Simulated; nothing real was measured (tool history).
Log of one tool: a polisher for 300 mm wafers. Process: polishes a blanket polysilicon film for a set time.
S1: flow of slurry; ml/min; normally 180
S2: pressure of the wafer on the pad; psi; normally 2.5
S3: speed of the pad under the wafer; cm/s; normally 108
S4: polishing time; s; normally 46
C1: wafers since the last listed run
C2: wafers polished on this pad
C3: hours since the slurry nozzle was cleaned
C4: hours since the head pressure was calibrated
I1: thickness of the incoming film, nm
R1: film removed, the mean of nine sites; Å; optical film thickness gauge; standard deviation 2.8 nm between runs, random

run,hour,S1,S2,S3,S4,C1,C2,C3,C4,I1,R1
1,0.0,180,2.5,108,46,0,2717,8.3,593.3,998.2,3057
2,43.7,150,2.5,108,46,546,3264,52.0,637.0,998.4,2987
# hour 63.8: worn pad replaced by a new one
3,86.0,150,2.5,108,46,479,277,94.3,679.3,1017.8,3141
4,122.5,180,2.5,108,46,456,734,130.8,715.8,1020.9,3169
5,166.1,180,2.5,108,46,545,1280,174.4,759.4,1029.3,3111
# hour 247.7: slurry nozzle cleaned
6,248.2,180,2.5,108,46,1014,2295,0.5,841.5,1013.1,3102
7,299.3,180,2.5,84,46,639,2934,51.6,892.6,1016.5,2582
# hour 312.6: worn pad replaced by a new one
8,379.6,180,2.5,108,46,954,838,131.9,972.9,1028.2,3133
9,419.4,180,2.5,108,46,498,1336,171.7,1012.7,1018.3,3123
10,475.9,180,2.5,108,46,707,2043,228.2,1069.2,1002.1,3035
# hour 564.2: worn pad replaced by a new one
11,567.1,180,2.5,108,46,1091,36,319.4,1160.4,1005.3,3301
# hour 572.9: slurry nozzle cleaned
# hour 595.2: head pressure recalibrated
12,609.4,240,3.2,86,59,491,528,36.5,14.2,1000.7,4639
13,711.2,180,2.5,108,46,1274,1802,138.3,116.0,1011.1,3136
14,796.8,205,3.2,78,53,1071,2873,223.9,201.6,1003.5,3719
# hour 854.4: slurry nozzle cleaned
# hour 857.0: worn pad replaced by a new one
15,894.9,180,1.8,84,54,1183,474,40.5,299.7,994.4,2294
16,995.0,215,3.4,108,46,1252,1727,140.6,399.8,1017.7,4247
17,1034.9,180,2.5,108,46,499,2226,180.5,439.7,1005.3,3117
18,1077.4,155,2.5,108,46,531,2758,223.0,482.2,1012.9,2976
# hour 1116.6: slurry nozzle cleaned
# hour 1120.2: worn pad replaced by a new one
19,1128.4,180,2.5,108,46,581,103,11.8,533.2,1003.2,3275
20,1222.0,120,2.5,86,46,1171,1274,105.4,626.8,1014.4,2540
21,1322.0,130,2.2,134,55,1251,2525,205.4,726.8,1025.4,3611

Alternative continuations, all from the tool just after run 21; predict every row:
A,1322.4,180,2.5,108,60,5,2530,205.8,727.2,1006.1,?
B,1322.4,215,2.5,108,33,5,2530,205.8,727.2,1006.1,?
C,1322.4,230,2.5,96,50,5,2530,205.8,727.2,1006.1,?

run,R1
A,4027
B,2264
C,3194
The same runs, with their run-to-run variation unchanged, on a tool lacking any hidden condition would have given:
run,R1
A,4352
B,2446
C,3452
